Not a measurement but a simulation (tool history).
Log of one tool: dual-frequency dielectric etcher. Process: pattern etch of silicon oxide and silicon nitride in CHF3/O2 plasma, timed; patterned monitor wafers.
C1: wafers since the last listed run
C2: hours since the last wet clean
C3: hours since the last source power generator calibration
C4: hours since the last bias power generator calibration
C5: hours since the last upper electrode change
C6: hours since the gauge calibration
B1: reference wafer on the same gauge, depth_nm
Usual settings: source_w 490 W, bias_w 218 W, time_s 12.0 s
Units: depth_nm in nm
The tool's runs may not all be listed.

run 1 day=0.000 | source_w=410 bias_w=218 time_s=12.0 | C1=0 C2=57.4 C3=989.8 C4=3543.2 C5=4651.9 C6=954.2 | B1=18.59 | depth_nm=16.54
-- day=1.425 gauge calibrated
run 2 day=2.158 | source_w=410 bias_w=218 time_s=12.0 | C1=889 C2=109.2 C3=1041.6 C4=3595.0 C5=4703.7 C6=17.6 | B1=18.60 | depth_nm=16.62
run 3 day=3.888 | source_w=490 bias_w=218 time_s=12.0 | C1=712 C2=150.7 C3=1083.1 C4=3636.5 C5=4745.2 C6=59.1 | B1=18.61 | depth_nm=17.56
run 4 day=5.054 | source_w=490 bias_w=218 time_s=12.0 | C1=480 C2=178.7 C3=1111.1 C4=3664.5 C5=4773.2 C6=87.1 | B1=18.58 | depth_nm=17.56
run 5 day=6.112 | source_w=490 bias_w=218 time_s=12.0 | C1=435 C2=204.1 C3=1136.5 C4=3689.9 C5=4798.6 C6=112.5 | B1=18.60 | depth_nm=17.56
run 6 day=7.975 | source_w=490 bias_w=218 time_s=12.0 | C1=767 C2=248.8 C3=1181.2 C4=3734.6 C5=4843.3 C6=157.2 | B1=18.60 | depth_nm=17.51
-- day=11.383 wet clean of the chamber
run 7 day=14.138 | source_w=490 bias_w=218 time_s=12.0 | C1=2126 C2=66.1 C3=1329.1 C4=3882.5 C5=4991.2 C6=305.1 | B1=18.60 | depth_nm=17.63
run 8 day=15.988 | source_w=490 bias_w=218 time_s=12.0 | C1=762 C2=110.5 C3=1373.5 C4=3926.9 C5=5035.6 C6=349.5 | B1=18.61 | depth_nm=17.60
run 9 day=18.517 | source_w=490 bias_w=218 time_s=12.0 | C1=1041 C2=171.2 C3=1434.2 C4=3987.6 C5=5096.3 C6=410.2 | B1=18.60 | depth_nm=17.54
run 10 day=20.733 | source_w=490 bias_w=218 time_s=12.0 | C1=913 C2=224.4 C3=1487.4 C4=4040.8 C5=5149.5 C6=463.4 | B1=18.61 | depth_nm=17.63
-- day=22.104 bias power generator calibrated
-- day=28.012 wet clean of the chamber
run 11 day=28.296 | source_w=490 bias_w=218 time_s=12.0 | C1=2634 C2=6.8 C3=1668.9 C4=148.6 C5=5331.0 C6=644.9 | B1=18.58 | depth_nm=17.27
run 12 day=29.654 | source_w=460 bias_w=218 time_s=12.0 | C1=559 C2=39.4 C3=1701.5 C4=181.2 C5=5363.6 C6=677.5 | B1=18.62 | depth_nm=16.92
run 13 day=32.488 | source_w=490 bias_w=250 time_s=13.5 | C1=1167 C2=107.4 C3=1769.5 C4=249.2 C5=5431.6 C6=745.5 | B1=18.61 | depth_nm=20.61
run 14 day=35.196 | source_w=520 bias_w=218 time_s=9.5 | C1=1115 C2=172.4 C3=1834.5 C4=314.2 C5=5496.6 C6=810.5 | B1=18.61 | depth_nm=14.01
run 15 day=37.550 | source_w=530 bias_w=182 time_s=11.0 | C1=969 C2=228.9 C3=1891.0 C4=370.7 C5=5553.1 C6=867.0 | B1=18.63 | depth_nm=15.10
-- day=37.908 gauge calibrated
-- day=40.888 upper electrode replaced
run 16 day=40.908 | source_w=520 bias_w=218 time_s=9.5 | C1=971 C2=309.5 C3=1971.6 C4=451.3 C5=0.5 C6=72.0 | B1=18.59 | depth_nm=13.95
run 17 day=41.367 | source_w=490 bias_w=181 time_s=12.0 | C1=188 C2=320.5 C3=1982.6 C4=462.3 C5=11.5 C6=83.0 | B1=18.61 | depth_nm=16.06
run 18 day=42.850 | source_w=440 bias_w=181 time_s=9.0 | C1=611 C2=356.1 C3=2018.2 C4=497.9 C5=47.1 C6=118.6 | B1=18.59 | depth_nm=11.59
-- day=43.892 wet clean of the chamber
run 19 day=44.388 | source_w=490 bias_w=218 time_s=12.0 | C1=221 C2=11.9 C3=2055.1 C4=534.8 C5=84.0 C6=155.5 | B1=18.58 | depth_nm=17.36
run 20 day=46.612 | source_w=560 bias_w=169 time_s=13.0 | C1=916 C2=65.3 C3=2108.5 C4=588.2 C5=137.4 C6=208.9 | B1=18.59 | depth_nm=17.73
-- day=47.800 source power generator calibrated
run 21 day=48.104 | source_w=490 bias_w=218 time_s=12.0 | C1=545 C2=101.1 C3=7.3 C4=624.0 C5=173.2 C6=244.7 | B1=18.58 | depth_nm=17.33
run 22 day=49.862 | source_w=490 bias_w=218 time_s=14.0 | C1=724 C2=143.3 C3=49.5 C4=666.2 C5=215.4 C6=286.9 | B1=18.60 | depth_nm=20.20
run 23 day=51.183 | source_w=600 bias_w=251 time_s=9.5 | C1=544 C2=175.0 C3=81.2 C4=697.9 C5=247.1 C6=318.6 | B1=18.63 | depth_nm=15.64
run 24 day=54.138 | source_w=490 bias_w=218 time_s=10.5 | C1=1217 C2=245.9 C3=152.1 C4=768.8 C5=318.0 C6=389.5 | B1=18.60 | depth_nm=15.09
-- day=57.592 wet clean of the chamber
run 25 day=57.612 | source_w=490 bias_w=170 time_s=12.0 | C1=1019 C2=0.5 C3=235.5 C4=852.2 C5=401.4 C6=472.9 | B1=18.60 | depth_nm=15.61
run 26 day=58.879 | source_w=490 bias_w=218 time_s=12.0 | C1=521 C2=30.9 C3=265.9 C4=882.6 C5=431.8 C6=503.3 | B1=18.60 | depth_nm=17.38
run 27 day=63.267 | source_w=540 bias_w=268 time_s=13.5 | C1=1807 C2=136.2 C3=371.2 C4=987.9 C5=537.1 C6=608.6 | B1=18.59 | depth_nm=21.95
run 28 day=64.388 | source_w=430 bias_w=194 time_s=13.0 | C1=461 C2=163.1 C3=398.1 C4=1014.8 C5=564.0 C6=635.5 | B1=18.61 | depth_nm=17.20

5 ways to go on from here, each from the tool as it stands after run 28. What would each give?
run A day=64.404 | source_w=380 bias_w=218 time_s=12.0 | C1=6 C2=163.5 C3=398.5 C4=1015.2 C5=564.4 C6=635.9 | B1=? | depth_nm=?
run B day=64.404 | source_w=550 bias_w=196 time_s=14.0 | C1=6 C2=163.5 C3=398.5 C4=1015.2 C5=564.4 C6=635.9 | B1=? | depth_nm=?
run C day=64.404 | source_w=570 bias_w=248 time_s=12.0 | C1=6 C2=163.5 C3=398.5 C4=1015.2 C5=564.4 C6=635.9 | B1=? | depth_nm=?
run D day=64.404 | source_w=490 bias_w=218 time_s=9.5 | C1=6 C2=163.5 C3=398.5 C4=1015.2 C5=564.4 C6=635.9 | B1=? | depth_nm=?
run E day=64.404 | source_w=600 bias_w=218 time_s=12.0 | C1=6 C2=163.5 C3=398.5 C4=1015.2 C5=564.4 C6=635.9 | B1=? | depth_nm=?

run=A B1=18.58 depth_nm=15.91
run=B B1=18.58 depth_nm=20.12
run=C B1=18.58 depth_nm=19.23
run=D B1=18.58 depth_nm=13.71
run=E B1=18.58 depth_nm=18.57
Without the tool's hidden state the same runs would have given:
run=A depth_nm=15.90
run=B depth_nm=20.12
run=C depth_nm=19.23
run=D depth_nm=13.71
run=E depth_nm=18.56
